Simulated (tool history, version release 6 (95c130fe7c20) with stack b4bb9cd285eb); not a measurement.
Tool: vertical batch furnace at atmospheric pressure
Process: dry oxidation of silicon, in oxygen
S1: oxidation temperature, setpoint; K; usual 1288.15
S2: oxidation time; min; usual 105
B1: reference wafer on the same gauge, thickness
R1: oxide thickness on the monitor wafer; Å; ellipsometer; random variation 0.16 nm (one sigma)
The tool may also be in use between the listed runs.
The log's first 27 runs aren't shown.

run	hour	S1	S2	B1	R1
# hour 2116.2: thermocouples replaced and temperature profile calibrated
28	2137.2	1288.15	105	72.84	761.7
29	2218.9	1288.15	105	72.92	765.9
# hour 2247.2: gauge calibrated
30	2304.3	1288.15	136	72.9	907.2
31	2366.5	1288.15	105	72.91	763.4
32	2471.3	1278.15	137.5	72.88	833.3
33	2567.7	1295.15	146	72.87	1013.9
34	2659.3	1288.15	123.5	72.83	853.2
35	2745.6	1288.15	105	72.9	761.9
36	2829.9	1281.15	67	72.92	527.4
37	2920.6	1301.15	152.5	72.86	1098.5
38	3015.3	1280.15	139	72.92	859.7

5 ways to go on from here, each from the tool as it stands after run 38. What would each give?
A	3020.3	1288.15	84	?	?
B	3020.3	1275.15	58.5	?	?
C	3020.3	1275.15	134	?	?
D	3020.3	1271.15	105	?	?
E	3020.3	1301.15	59	?	?

run	B1	R1
A	72.86	653.6
B	72.86	454.8
C	72.86	794.5
D	72.86	646
E	72.86	583.4
Without the tool's hidden state the same runs would have given:
run	R1
A	656.6
B	457
C	798.2
D	649.1
E	585.9

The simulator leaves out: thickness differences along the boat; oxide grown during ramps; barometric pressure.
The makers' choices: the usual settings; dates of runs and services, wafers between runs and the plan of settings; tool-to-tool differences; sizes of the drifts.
